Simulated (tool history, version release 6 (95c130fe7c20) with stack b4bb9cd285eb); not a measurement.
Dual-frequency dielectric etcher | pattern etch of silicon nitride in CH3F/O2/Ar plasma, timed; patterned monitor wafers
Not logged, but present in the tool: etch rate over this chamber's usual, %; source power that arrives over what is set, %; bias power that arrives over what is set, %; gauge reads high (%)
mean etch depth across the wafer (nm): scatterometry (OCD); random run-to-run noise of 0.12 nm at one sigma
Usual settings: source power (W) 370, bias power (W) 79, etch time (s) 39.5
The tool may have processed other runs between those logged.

run     day  source power (W)  bias power (W)  etch time (s)  wafers since the last listed run  hours since the last wet clean  hours since the last source power generator calibration  hours since the last bias power generator calibration  hours since the last upper electrode change  hours since the gauge calibration  read-back reference wafer on the same gauge, depth_nm  mean etch depth across the wafer (nm)
  1   0.000               370              79           34.0                                 0                           543.3                                                   1740.7                                                 5146.2                                       4250.3                               20.2                                                  33.16                                  25.80
  2   0.717               370              79           43.0                               182                           560.5                                                   1757.9                                                 5163.4                                       4267.5                               37.4                                                  33.19                                  32.74
  3   1.438               370              79           43.0                               183                           577.8                                                   1775.2                                                 5180.7                                       4284.8                               54.7                                                  33.23                                  32.69
  4   2.029               370              79           42.5                               150                           592.0                                                   1789.4                                                 5194.9                                       4299.0                               68.9                                                  33.19                                  32.17
  5   2.742               370              79           42.5                               181                           609.1                                                   1806.5                                                 5212.0                                       4316.1                               86.0                                                  33.14                                  32.34
  6   3.075               370              79           42.5                                84                           617.1                                                   1814.5                                                 5220.0                                       4324.1                               94.0                                                  33.16                                  32.38
  7   3.367               370              79           30.5                                74                           624.1                                                   1821.5                                                 5227.0                                       4331.1                              101.0                                                  33.23                                  23.35
  8   4.008               370              79           30.5                               163                           639.5                                                   1836.9                                                 5242.4                                       4346.5                              116.4                                                  33.19                                  23.25
  9   4.658               370              79           30.5                               165                           655.1                                                   1852.5                                                 5258.0                                       4362.1                              132.0                                                  33.19                                  23.15
      4.729  -- gauge calibrated
      4.888  -- bias power generator calibrated
 10   5.221               370              79           39.5                               100                           668.6                                                   1866.0                                                    8.0                                       4375.6                               11.8                                                  33.20                                  30.43
      6.229  -- wet clean of the chamber
 11   6.250               370              79           48.5                                 7                             0.5                                                   1890.7                                                   32.7                                       4400.3                               36.5                                                  33.22                                  34.86
 12   6.262               410              79           39.5                                 3                             0.8                                                   1891.0                                                   33.0                                       4400.6                               36.8                                                  33.19                                  29.05
 13   6.517               350              79           46.5                                64                             6.9                                                   1897.1                                                   39.1                                       4406.7                               42.9                                                  33.19                                  32.89
      8.029  -- upper electrode replaced
      8.192  -- source power generator calibrated
 14   8.212               370              88           30.0                               135                            47.6                                                      0.5                                                   79.8                                          4.4                               83.6                                                  33.22                                  22.34
 15   8.225               320              62           39.5                                 3                            47.9                                                      0.8                                                   80.1                                          4.7                               83.9                                                  33.17                                  25.87
 16   8.238               410              79           50.0                                 3                            48.2                                                      1.1                                                   80.4                                          5.0                               84.2                                                  33.24                                  36.79
 17   8.629               290              79           39.5                                99                            57.6                                                     10.5                                                   89.8                                         14.4                               93.6                                                  33.19                                  27.13
      9.550  -- gauge calibrated
 18  10.471               310              93           39.5                               468                           101.8                                                     54.7                                                  134.0                                         58.6                               22.1                                                  33.20                                  28.97

Forecast each of these 4 alternatives for the next run:
  A  10.488               310              79           39.5                                 4                           102.2                                                     55.1                                                  134.4                                         59.0                               22.5                                                      ?                                      ?
  B  10.488               430              86           31.5                                 4                           102.2                                                     55.1                                                  134.4                                         59.0                               22.5                                                      ?                                      ?
  C  10.488               340              72           39.5                                 4                           102.2                                                     55.1                                                  134.4                                         59.0                               22.5                                                      ?                                      ?
  D  10.488               420              95           34.0                                 4                           102.2                                                     55.1                                                  134.4                                         59.0                               22.5                                                      ?                                      ?

run  read-back reference wafer on the same gauge, depth_nm  mean etch depth across the wafer (nm)
  A                                                  33.15                                  27.47
  B                                                  33.15                                  24.13
  C                                                  33.15                                  27.33
  D                                                  33.15                                  26.64
Without the tool's hidden state the same runs would have given:
run  mean etch depth across the wafer (nm)
  A                                  27.35
  B                                  24.02
  C                                  27.21
  D                                  26.52
